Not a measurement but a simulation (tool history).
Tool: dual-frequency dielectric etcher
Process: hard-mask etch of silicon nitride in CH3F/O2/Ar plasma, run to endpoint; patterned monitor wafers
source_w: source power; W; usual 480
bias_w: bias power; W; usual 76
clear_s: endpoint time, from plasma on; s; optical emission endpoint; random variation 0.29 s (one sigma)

run,day,source_w,bias_w,wafers since the last listed run,hours since the last wet clean,hours since the last source power generator calibration,hours since the last bias power generator calibration,hours since the last upper electrode change,"incoming incoming film thickness, nm",clear_s
1,0.000,480,76,0,22.7,5047.5,2607.3,2255.8,27.73,36.6
2,0.912,510,76,303,44.6,5069.4,2629.2,2277.7,27.78,35.8
3,1.554,510,76,213,60.0,5084.8,2644.6,2293.1,27.69,35.5
4,2.454,510,76,299,81.6,5106.4,2666.2,2314.7,27.77,35.3
5,3.050,480,76,198,95.9,5120.7,2680.5,2329.0,27.42,35.5
6,3.858,480,89,268,115.3,5140.1,2699.9,2348.4,27.54,34.1
7,7.108,530,83,1081,193.3,5218.1,2777.9,2426.4,27.62,33.6
8,8.275,530,83,388,221.3,5246.1,2805.9,2454.4,27.55,33.3
9,8.783,530,83,169,233.5,5258.3,2818.1,2466.6,27.67,33.5
# day 10.008: bias power generator calibrated
10,11.183,480,76,742,291.1,5315.9,28.2,2524.2,27.39,34.4
# day 11.729: source power generator calibrated
11,12.517,480,68,388,323.1,18.9,60.2,2556.2,27.64,36.1
12,13.554,480,76,345,348.0,43.8,85.1,2581.1,27.83,35.7
13,14.071,480,76,171,360.4,56.2,97.5,2593.5,27.73,35.1
14,14.992,390,90,306,382.5,78.3,119.6,2615.6,27.54,34.0
15,16.242,520,66,415,412.5,108.3,149.6,2645.6,27.50,34.9
# day 17.321: upper electrode replaced
# day 17.808: wet clean of the chamber
16,17.829,390,89,34,0.5,146.4,187.7,12.2,27.58,36.4
17,18.404,560,89,191,14.3,160.2,201.5,26.0,27.58,33.3
18,19.754,480,76,449,46.7,192.6,233.9,58.4,27.45,35.6
19,20.708,380,76,317,69.6,215.5,256.8,81.3,27.88,37.9
20,21.921,480,76,403,98.7,244.6,285.9,110.4,27.41,35.2
21,22.950,380,94,342,123.4,269.3,310.6,135.1,27.85,35.2
22,23.471,400,84,173,135.9,281.8,323.1,147.6,27.57,35.8
23,24.942,530,65,489,171.2,317.1,358.4,182.9,27.38,36.9
24,26.033,480,76,363,197.4,343.3,384.6,209.1,27.76,35.7
25,27.217,370,76,393,225.8,371.7,413.0,237.5,27.68,37.6
26,28.392,540,91,390,254.0,399.9,441.2,265.7,27.79,32.6

Hidden state or all else? Some run-to-run changes of clear_s, split into what the settings, what came in and random variation would give without the hidden state, and what is left for the hidden state (with any gauge scatter that isn't in both results):
The hidden state here: etch rate over this chamber's usual, %; source power that arrives over what is set, %; bias power that arrives over what is set, %.
Run 9 -> 10: source_w 530 -> 480, bias_w 83 -> 76, bias power generator calibrated. clear_s +0.9 s: hidden state -0.3, all else +1.2.
Run 15 -> 16: source_w 520 -> 390, bias_w 66 -> 89, upper electrode replaced, wet clean of the chamber. clear_s +1.5 s: hidden state +1.6, all else -0.1.
Run 16 -> 17: source_w 390 -> 560. clear_s -3.1 s: hidden state +0.0, all else -3.1.
Run 25 -> 26: source_w 370 -> 540, bias_w 76 -> 91. clear_s -5.0 s: hidden state -0.1, all else -4.9.
